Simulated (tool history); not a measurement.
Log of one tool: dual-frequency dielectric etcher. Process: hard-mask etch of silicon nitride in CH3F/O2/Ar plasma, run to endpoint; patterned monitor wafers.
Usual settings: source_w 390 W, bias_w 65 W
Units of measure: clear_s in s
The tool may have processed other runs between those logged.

run	day	source_w	bias_w	wafers since the last listed run	hours since the last wet clean	hours since the last source power generator calibration	hours since the last bias power generator calibration	hours since the last upper electrode change	incoming incoming film thickness, nm	clear_s
1	0.000	390	65	0	252.5	920.1	3324.0	4534.7	49.17	74.9
2	2.125	390	65	622	303.5	971.1	3375.0	4585.7	49.19	75.1
3	6.088	390	65	1160	398.6	1066.2	3470.1	4680.8	49.22	76.0
# day 7.408: wet clean of the chamber
4	8.738	390	65	483	31.9	1129.8	3533.7	4744.4	49.72	74.3
5	10.908	390	65	635	84.0	1181.9	3585.8	4796.5	49.09	74.0
6	13.612	390	65	791	148.9	1246.8	3650.7	4861.4	49.14	74.5
7	15.221	390	65	471	187.5	1285.4	3689.3	4900.0	49.12	74.7
8	16.975	390	56	513	229.6	1327.5	3731.4	4942.1	49.01	78.1
9	18.596	390	65	474	268.5	1366.4	3770.3	4981.0	49.17	74.8
10	19.612	430	77	297	292.9	1390.8	3794.7	5005.4	48.93	68.3
11	22.442	430	77	828	360.8	1458.7	3862.6	5073.3	48.76	68.4
# day 25.142: wet clean of the chamber
12	25.162	390	65	503	0.5	1524.0	3927.9	5138.6	49.39	74.0
13	27.017	430	65	543	45.0	1568.5	3972.4	5183.1	49.26	71.7
14	29.592	430	65	754	106.8	1630.3	4034.2	5244.9	49.31	72.0
# day 30.771: upper electrode replaced, of another model than before
15	32.379	430	65	523	173.7	1697.2	4101.1	38.6	48.51	72.0
16	33.796	390	65	414	207.7	1731.2	4135.1	72.6	48.74	74.4
17	36.629	460	60	829	275.7	1799.2	4203.1	140.6	49.38	76.0
# day 36.796: source power generator calibrated
18	38.200	310	80	411	313.4	33.7	4240.8	178.3	49.27	70.6
19	39.692	390	65	436	349.2	69.5	4276.6	214.1	49.80	75.6
# day 44.617: bias power generator calibrated
# day 46.450: wet clean of the chamber
20	47.700	390	65	2003	30.0	261.7	74.0	406.3	49.03	73.5
21	49.542	310	73	539	74.2	305.9	118.2	450.5	49.13	72.4
22	51.296	390	79	513	116.3	348.0	160.3	492.6	49.38	66.8
23	53.525	310	72	652	169.8	401.5	213.8	546.1	49.03	73.4
24	55.625	390	77	614	220.2	451.9	264.2	596.5	49.83	69.0
25	58.379	430	75	806	286.3	518.0	330.3	662.6	49.16	67.9
26	60.212	390	55	536	330.3	562.0	374.3	706.6	49.72	83.8
27	62.033	300	65	533	374.0	605.7	418.0	750.3	49.27	79.7
# day 64.567: wet clean of the chamber
28	64.992	290	65	573	10.2	676.7	489.0	821.3	49.53	79.1

Hidden state, per run?
source power that arrives over what is set, %: 0 on each run
bias power that arrives over what is set, %: 0 on each run
H1: etch rate over this chamber's usual, %
run	H1
1	-1.37
2	-1.66
3	-2.18
4	-0.163
5	-0.453
6	-0.815
7	-1.03
8	-1.26
9	-1.48
10	-1.62
11	-1.99
12	-0.0783
13	-0.326
14	-0.67
15	-1.04
16	-1.23
17	-1.61
18	-1.82
19	-2.02
20	-0.36
21	-0.606
22	-0.84
23	-1.14
24	-1.42
25	-1.79
26	-2.03
27	-2.28
28	-0.216
